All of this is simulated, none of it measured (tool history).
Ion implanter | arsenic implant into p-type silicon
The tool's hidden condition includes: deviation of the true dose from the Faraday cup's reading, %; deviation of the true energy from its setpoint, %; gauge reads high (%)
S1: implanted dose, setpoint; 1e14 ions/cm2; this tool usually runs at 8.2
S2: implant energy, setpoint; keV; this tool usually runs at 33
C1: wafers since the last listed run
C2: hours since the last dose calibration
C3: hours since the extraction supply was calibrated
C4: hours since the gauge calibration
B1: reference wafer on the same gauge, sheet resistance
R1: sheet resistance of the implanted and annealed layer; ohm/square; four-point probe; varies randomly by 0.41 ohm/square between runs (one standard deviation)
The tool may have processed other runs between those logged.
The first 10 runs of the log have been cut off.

Run 11, hour 202.9: usual settings but S2 35.5 keV; C1 370; C2 1472.4; C3 4620.8; C4 483.9; B1 116.91. Result: R1 130.66 ohm/square.
Run 12, hour 230.4: usual settings but S1 9.17 1e14 ions/cm2; C1 499; C2 1499.9; C3 4648.3; C4 511.4; B1 117.06. Result: R1 122.6 ohm/square.
Run 13, hour 247.2: usual settings but S1 8.86 1e14 ions/cm2, S2 37 keV; C1 305; C2 1516.7; C3 4665.1; C4 528.2; B1 117.1. Result: R1 122.05 ohm/square.
Run 14, hour 262.9: usual settings; C1 285; C2 1532.4; C3 4680.8; C4 543.9; B1 116.99. Result: R1 132.55 ohm/square.
At hour 319.8: extraction supply calibrated.
Run 15, hour 321.8: usual settings; C1 924; C2 1591.3; C3 2; C4 602.8; B1 117.04. Result: R1 132.22 ohm/square.
Run 16, hour 342.1: usual settings but S2 37.5 keV; C1 368; C2 1611.6; C3 22.3; C4 623.1; B1 116.98. Result: R1 128.82 ohm/square.
Run 17, hour 369.5: usual settings but S1 7.45 1e14 ions/cm2, S2 41.5 keV; C1 497; C2 1639; C3 49.7; C4 650.5; B1 117. Result: R1 134.58 ohm/square.
Run 18, hour 386.7: usual settings; C1 312; C2 1656.2; C3 66.9; C4 667.7; B1 117. Result: R1 131.63 ohm/square.
Run 19, hour 408.6: usual settings but S1 10.44 1e14 ions/cm2, S2 24.5 keV; C1 397; C2 1678.1; C3 88.8; C4 689.6; B1 116.99. Result: R1 122.68 ohm/square.
Run 20, hour 436.7: usual settings but S1 9.25 1e14 ions/cm2, S2 37.5 keV; C1 510; C2 1706.2; C3 116.9; C4 717.7; B1 116.93. Result: R1 117.91 ohm/square.
Run 21, hour 451.7: usual settings but S1 10.3 1e14 ions/cm2, S2 23 keV; C1 272; C2 1721.2; C3 131.9; C4 732.7; B1 116.99. Result: R1 126.74 ohm/square.
Run 22, hour 482.2: usual settings but S1 10.48 1e14 ions/cm2, S2 29 keV; C1 553; C2 1751.7; C3 162.4; C4 763.2; B1 117.03. Result: R1 117.15 ohm/square.
Run 23, hour 502.3: usual settings but S1 7.45 1e14 ions/cm2, S2 30 keV; C1 365; C2 1771.8; C3 182.5; C4 783.3; B1 117.02. Result: R1 142.95 ohm/square.
Run 24, hour 526.9: usual settings but S1 10.47 1e14 ions/cm2, S2 44.5 keV; C1 446; C2 1796.4; C3 207.1; C4 807.9; B1 116.95. Result: R1 104.07 ohm/square.
Run 25, hour 551.9: usual settings; C1 454; C2 1821.4; C3 232.1; C4 832.9; B1 117.07. Result: R1 131.17 ohm/square.
Run 26, hour 579.1: usual settings but S1 9.17 1e14 ions/cm2, S2 28.5 keV; C1 493; C2 1848.6; C3 259.3; C4 860.1; B1 117.07. Result: R1 126.74 ohm/square.
At hour 595.2: Faraday cup replaced and dose calibrated.
Run 27, hour 604.5: usual settings; C1 315; C2 9.3; C3 284.7; C4 885.5; B1 116.93. Result: R1 135.04 ohm/square.
At hour 621.9: gauge calibrated.
Run 28, hour 639.8: usual settings; C1 641; C2 44.6; C3 320; C4 17.9; B1 117.09. Result: R1 136.46 ohm/square.
Run 29, hour 673.5: usual settings; C1 611; C2 78.3; C3 353.7; C4 51.6; B1 116.99. Result: R1 136.06 ohm/square.
Run 30, hour 771.9: usual settings; C1 1786; C2 176.7; C3 452.1; C4 150; B1 117.05. Result: R1 135.46 ohm/square.
Run 31, hour 784.6: usual settings but S1 9.08 1e14 ions/cm2; C1 230; C2 189.4; C3 464.8; C4 162.7; B1 117.07. Result: R1 127 ohm/square.

Forecast each of these 3 alternatives for the next run:
Run A, hour 785: usual settings; C1 7; C2 189.8; C3 465.2; C4 163.1; B1 ?. Result: R1 ?.
Run B, hour 785: usual settings but S1 5.78 1e14 ions/cm2; C1 7; C2 189.8; C3 465.2; C4 163.1; B1 ?. Result: R1 ?.
Run C, hour 785: usual settings but S1 6.66 1e14 ions/cm2; C1 7; C2 189.8; C3 465.2; C4 163.1; B1 ?. Result: R1 ?.

run   B1      R1
  A  117  135.87
  B  117  175.98
  C  117  158.14
Stripped of hidden state, with their random variation kept, the same runs would have yielded:
run      R1
  A  135.97
  B  176.13
  C  158.26

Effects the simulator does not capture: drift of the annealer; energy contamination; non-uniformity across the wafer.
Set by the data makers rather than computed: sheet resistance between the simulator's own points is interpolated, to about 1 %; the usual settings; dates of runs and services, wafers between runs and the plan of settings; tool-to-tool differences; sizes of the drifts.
